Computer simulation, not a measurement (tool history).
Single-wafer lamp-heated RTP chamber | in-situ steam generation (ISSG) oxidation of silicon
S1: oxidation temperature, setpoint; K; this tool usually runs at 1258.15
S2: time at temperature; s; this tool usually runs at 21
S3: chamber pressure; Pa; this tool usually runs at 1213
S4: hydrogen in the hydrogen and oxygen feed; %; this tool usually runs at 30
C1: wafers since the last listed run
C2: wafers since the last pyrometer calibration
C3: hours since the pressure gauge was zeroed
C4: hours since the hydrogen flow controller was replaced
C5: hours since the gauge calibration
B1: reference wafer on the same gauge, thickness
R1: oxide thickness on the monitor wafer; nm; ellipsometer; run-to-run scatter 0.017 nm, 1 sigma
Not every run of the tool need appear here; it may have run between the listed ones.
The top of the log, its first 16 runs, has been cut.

{"run": 17, "hour": 1425.8, "S1": 1258.15, "S2": 13, "S3": 1107, "S4": 27, "C1": 602, "C2": 3978, "C3": 312.4, "C4": 5331, "C5": 2035.5, "B1": 4.503, "R1": 4.026}
{"hour": 1491.6, "done": "gauge calibrated"}
{"run": 18, "hour": 1521.0, "S1": 1258.15, "S2": 25, "S3": 1213, "S4": 30, "C1": 1157, "C2": 5135, "C3": 407.6, "C4": 5426.2, "C5": 29.4, "B1": 4.491, "R1": 5.501}
{"hour": 1565.9, "done": "hydrogen flow controller replaced"}
{"run": 19, "hour": 1573.2, "S1": 1258.15, "S2": 13, "S3": 1147, "S4": 22, "C1": 537, "C2": 5673, "C3": 459.8, "C4": 7.3, "C5": 81.6, "B1": 4.508, "R1": 3.863}
{"run": 20, "hour": 1668.0, "S1": 1264.15, "S2": 21, "S3": 1213, "S4": 32, "C1": 1152, "C2": 6825, "C3": 554.6, "C4": 102.1, "C5": 176.4, "B1": 4.5, "R1": 5.322}
{"hour": 1690.8, "done": "pyrometer window cleaned and pyrometer calibrated"}
{"run": 21, "hour": 1772.8, "S1": 1269.15, "S2": 28, "S3": 1133, "S4": 27, "C1": 1176, "C2": 996, "C3": 659.4, "C4": 206.9, "C5": 281.2, "B1": 4.501, "R1": 5.873}
{"run": 22, "hour": 1830.3, "S1": 1258.15, "S2": 27, "S3": 1360, "S4": 32, "C1": 699, "C2": 1695, "C3": 716.9, "C4": 264.4, "C5": 338.7, "B1": 4.502, "R1": 5.57}
{"run": 23, "hour": 1932.4, "S1": 1258.15, "S2": 21, "S3": 1213, "S4": 30, "C1": 1241, "C2": 2936, "C3": 819, "C4": 366.5, "C5": 440.8, "B1": 4.502, "R1": 5.004}
{"run": 24, "hour": 2030.7, "S1": 1272.15, "S2": 15, "S3": 1107, "S4": 22, "C1": 1194, "C2": 4131, "C3": 917.3, "C4": 464.8, "C5": 539.1, "B1": 4.499, "R1": 4.338}

Run 25, settings as shown, results not yet in. Your forecast:
{"run": 25, "hour": 2104.7, "S1": 1258.15, "S2": 21, "S3": 1213, "S4": 30, "C1": 899, "C2": 5031, "C3": 991.3, "C4": 538.8, "C5": 613.1, "B1": "?", "R1": "?"}

Logged for run 25: B1 4.505, R1 5.07 nm.
Had the tool carried no hidden state, the very same run would have given R1 4.992 nm.
